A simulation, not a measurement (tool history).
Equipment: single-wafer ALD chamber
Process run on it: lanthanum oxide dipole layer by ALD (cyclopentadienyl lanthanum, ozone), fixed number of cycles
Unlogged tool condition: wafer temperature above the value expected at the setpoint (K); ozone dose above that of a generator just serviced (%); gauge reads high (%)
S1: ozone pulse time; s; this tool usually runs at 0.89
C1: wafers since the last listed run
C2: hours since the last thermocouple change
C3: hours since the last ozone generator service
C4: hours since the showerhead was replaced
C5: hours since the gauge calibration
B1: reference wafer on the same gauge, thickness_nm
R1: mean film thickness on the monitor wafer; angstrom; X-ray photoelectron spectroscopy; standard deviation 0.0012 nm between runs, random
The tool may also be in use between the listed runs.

| run | hour | S1 | C1 | C2 | C3 | C4 | C5 | B1 | R1 |
|---|---|---|---|---|---|---|---|---|---|
| 1 | 0 | 1.03 | 0 | 2641.3 | 863.1 | 8523.9 | 270.8 | 0.443 | 4.71 |
| 2 | 6.9 | 1.03 | 93 | 2648.2 | 870 | 8530.8 | 277.7 | 0.443 | 4.69 |
| 3 | 13.4 | 1.03 | 87 | 2654.7 | 876.5 | 8537.3 | 284.2 | 0.443 | 4.72 |
|  | 18.4 | gauge calibrated |
| 4 | 20.3 | 0.89 | 93 | 2661.6 | 883.4 | 8544.2 | 1.9 | 0.443 | 4.46 |
| 5 | 35.5 | 0.65 | 205 | 2676.8 | 898.6 | 8559.4 | 17.1 | 0.443 | 3.94 |
| 6 | 45.1 | 0.69 | 129 | 2686.4 | 908.2 | 8569 | 26.7 | 0.443 | 4.05 |
| 7 | 57.1 | 0.66 | 161 | 2698.4 | 920.2 | 8581 | 38.7 | 0.443 | 3.95 |
| 8 | 108.3 | 0.89 | 690 | 2749.6 | 971.4 | 8632.2 | 89.9 | 0.443 | 4.42 |
| 9 | 123.5 | 0.89 | 205 | 2764.8 | 986.6 | 8647.4 | 105.1 | 0.443 | 4.42 |
| 10 | 136.7 | 0.89 | 178 | 2778 | 999.8 | 8660.6 | 118.3 | 0.443 | 4.4 |
| 11 | 149.9 | 0.64 | 178 | 2791.2 | 1013 | 8673.8 | 131.5 | 0.443 | 3.84 |
|  | 169.8 | thermocouple changed; heater temperature recalibrated |
| 12 | 170.3 | 0.89 | 167 | 0.5 | 1033.4 | 8694.2 | 151.9 | 0.443 | 4.37 |
| 13 | 175.1 | 0.89 | 64 | 5.3 | 1038.2 | 8699 | 156.7 | 0.443 | 4.36 |
| 14 | 189.6 | 1.1 | 195 | 19.8 | 1052.7 | 8713.5 | 171.2 | 0.443 | 4.68 |
|  | 199.5 | ozone generator serviced |
|  | 204 | showerhead replaced |
| 15 | 206.6 | 0.89 | 60 | 36.8 | 7.1 | 2.6 | 188.2 | 0.443 | 4.74 |
| 16 | 215.4 | 0.89 | 118 | 45.6 | 15.9 | 11.4 | 197 | 0.442 | 4.75 |
| 17 | 230.2 | 0.89 | 199 | 60.4 | 30.7 | 26.2 | 211.8 | 0.443 | 4.72 |
| 18 | 248.2 | 0.89 | 242 | 78.4 | 48.7 | 44.2 | 229.8 | 0.443 | 4.71 |
| 19 | 257.5 | 0.79 | 125 | 87.7 | 58 | 53.5 | 239.1 | 0.442 | 4.55 |
|  | 260.6 | gauge calibrated |
| 20 | 268.1 | 1.23 | 143 | 98.3 | 68.6 | 64.1 | 7.5 | 0.443 | 5.15 |
| 21 | 281.8 | 1.19 | 184 | 112 | 82.3 | 77.8 | 21.2 | 0.443 | 5.09 |
| 22 | 295.2 | 0.57 | 180 | 125.4 | 95.7 | 91.2 | 34.6 | 0.444 | 4.04 |
| 23 | 305.2 | 0.78 | 134 | 135.4 | 105.7 | 101.2 | 44.6 | 0.443 | 4.54 |
| 24 | 314.4 | 0.89 | 124 | 144.6 | 114.9 | 110.4 | 53.8 | 0.443 | 4.73 |
| 25 | 346.1 | 1.22 | 427 | 176.3 | 146.6 | 142.1 | 85.5 | 0.443 | 5.14 |
| 26 | 360.3 | 1.24 | 191 | 190.5 | 160.8 | 156.3 | 99.7 | 0.443 | 5.13 |
| 27 | 368.8 | 1.01 | 114 | 199 | 169.3 | 164.8 | 108.2 | 0.443 | 4.89 |
| 28 | 384.2 | 1.21 | 207 | 214.4 | 184.7 | 180.2 | 123.6 | 0.443 | 5.11 |
| 29 | 393.2 | 0.89 | 121 | 223.4 | 193.7 | 189.2 | 132.6 | 0.443 | 4.71 |
| 30 | 409.5 | 1.13 | 219 | 239.7 | 210 | 205.5 | 148.9 | 0.443 | 5.05 |
| 31 | 416.8 | 1.15 | 98 | 247 | 217.3 | 212.8 | 156.2 | 0.443 | 5.08 |
| 32 | 425.3 | 1.11 | 114 | 255.5 | 225.8 | 221.3 | 164.7 | 0.443 | 5 |
| 33 | 439.3 | 1.04 | 188 | 269.5 | 239.8 | 235.3 | 178.7 | 0.443 | 4.92 |
| 34 | 451.5 | 0.56 | 164 | 281.7 | 252 | 247.5 | 190.9 | 0.444 | 3.99 |

Here are 3 independent what-if runs from the current tool condition. What would each one return?
| A | 451.9 | 0.89 | 5 | 282.1 | 252.4 | 247.9 | 191.3 | ? | ? |
| B | 451.9 | 1.16 | 5 | 282.1 | 252.4 | 247.9 | 191.3 | ? | ? |
| C | 451.9 | 1.07 | 5 | 282.1 | 252.4 | 247.9 | 191.3 | ? | ? |

| run | B1 | R1 |
|---|---|---|
| A | 0.443 | 4.73 |
| B | 0.443 | 5.09 |
| C | 0.443 | 4.99 |
With the hidden condition removed and each run's random variation left untouched, the same runs would have given:
| run | R1 |
|---|---|
| A | 4.77 |
| B | 5.12 |
| C | 5.02 |

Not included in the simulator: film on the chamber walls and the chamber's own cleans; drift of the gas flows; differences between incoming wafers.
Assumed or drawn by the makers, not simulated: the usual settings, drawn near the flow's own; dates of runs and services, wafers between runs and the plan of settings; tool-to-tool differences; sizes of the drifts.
